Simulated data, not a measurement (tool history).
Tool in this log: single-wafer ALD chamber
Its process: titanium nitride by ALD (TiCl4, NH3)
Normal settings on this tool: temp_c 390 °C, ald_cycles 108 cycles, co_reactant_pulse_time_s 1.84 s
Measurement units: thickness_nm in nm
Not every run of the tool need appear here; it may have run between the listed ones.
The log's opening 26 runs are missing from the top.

| run | hour | temp_c | ald_cycles | co_reactant_pulse_time_s | read-back reference wafer on the same gauge, thickness_nm | thickness_nm |
|---|---|---|---|---|---|---|
| 27 | 640.1 | 383 | 94 | 1.84 | 1.883 | 1.969 |
| 28 | 662.4 | 386 | 108 | 1.84 | 1.882 | 2.263 |
| 29 | 675.3 | 404 | 108 | 2.37 | 1.882 | 2.335 |
| 30 | 694.2 | 384 | 92 | 1.84 | 1.881 | 1.925 |
| 31 | 718.1 | 390 | 108 | 2.25 | 1.88 | 2.306 |
| 32 | 741.4 | 390 | 108 | 1.49 | 1.88 | 2.253 |
| 33 | 755.3 | 375 | 123 | 1.84 | 1.879 | 2.54 |
| 34 | 787.7 | 390 | 108 | 1.84 | 1.876 | 2.275 |
| 35 | 808.6 | 390 | 108 | 2.56 | 1.876 | 2.304 |
| 36 | 840.6 | 403 | 108 | 1.84 | 1.874 | 2.289 |
| 37 | 867.1 | 390 | 108 | 2.47 | 1.87 | 2.294 |

Each row is a separate what-if for the run after 37, all from the same tool condition, not one after another. Results?
| A | 867.7 | 390 | 108 | 1.38 | ? | ? |
| B | 867.7 | 378 | 108 | 1.3 | ? | ? |
| C | 867.7 | 405 | 124 | 1.54 | ? | ? |
| D | 867.7 | 390 | 95 | 2.49 | ? | ? |

| run | read-back reference wafer on the same gauge, thickness_nm | thickness_nm |
|---|---|---|
| A | 1.871 | 2.231 |
| B | 1.871 | 2.181 |
| C | 1.871 | 2.617 |
| D | 1.871 | 2.024 |
Take away the tool's hidden state, keep each run's random variation, and the runs would have read:
| run | thickness_nm |
|---|---|
| A | 2.252 |
| B | 2.203 |
| C | 2.642 |
| D | 2.044 |
